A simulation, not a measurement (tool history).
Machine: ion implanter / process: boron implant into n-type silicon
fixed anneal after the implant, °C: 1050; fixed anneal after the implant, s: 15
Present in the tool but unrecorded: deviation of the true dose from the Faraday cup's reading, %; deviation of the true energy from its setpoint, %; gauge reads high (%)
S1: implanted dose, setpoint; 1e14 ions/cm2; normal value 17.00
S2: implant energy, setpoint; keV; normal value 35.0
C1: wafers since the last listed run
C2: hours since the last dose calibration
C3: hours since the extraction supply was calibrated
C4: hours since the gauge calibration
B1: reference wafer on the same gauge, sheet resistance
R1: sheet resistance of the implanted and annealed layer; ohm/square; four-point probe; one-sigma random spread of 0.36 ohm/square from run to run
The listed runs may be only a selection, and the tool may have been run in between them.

run	hour	S1	S2	C1	C2	C3	C4	B1	R1
1	0.0	17.00	35.0	0	1379.2	5888.8	178.9	61.29	73.86
2	42.3	17.00	35.0	848	1421.5	5931.1	221.2	61.30	74.26
3	101.6	17.00	35.0	1189	1480.8	5990.4	280.5	61.33	73.69
4	163.9	17.00	35.0	1249	1543.1	6052.7	342.8	61.27	74.04
5	223.2	17.00	35.0	1189	1602.4	6112.0	402.1	61.30	74.25
6	285.8	15.01	35.0	1255	1665.0	6174.6	464.7	61.29	82.75
# hour 321.9: extraction supply calibrated
7	355.9	15.01	35.0	1245	1735.1	34.0	534.8	61.37	83.15
# hour 389.5: Faraday cup replaced and dose calibrated
8	396.3	15.01	35.0	650	6.8	74.4	575.2	61.33	78.87
9	421.9	17.00	35.0	513	32.4	100.0	600.8	61.30	70.44
10	484.8	12.50	29.0	1262	95.3	162.9	663.7	61.36	93.81
11	527.7	12.58	31.0	860	138.2	205.8	706.6	61.26	92.95
12	560.8	20.98	40.0	664	171.3	238.9	739.7	61.29	57.81
# hour 560.9: gauge calibrated
13	607.4	18.61	44.5	934	217.9	285.5	46.5	61.27	63.85

What will run 14 give?
14	670.8	14.92	25.0	1272	281.3	348.9	109.9	?	?

Run 14 produced B1 61.35, R1 81.63 ohm/square.
Minus the tool's unlogged condition, the same run would have read R1 81.76 ohm/square.
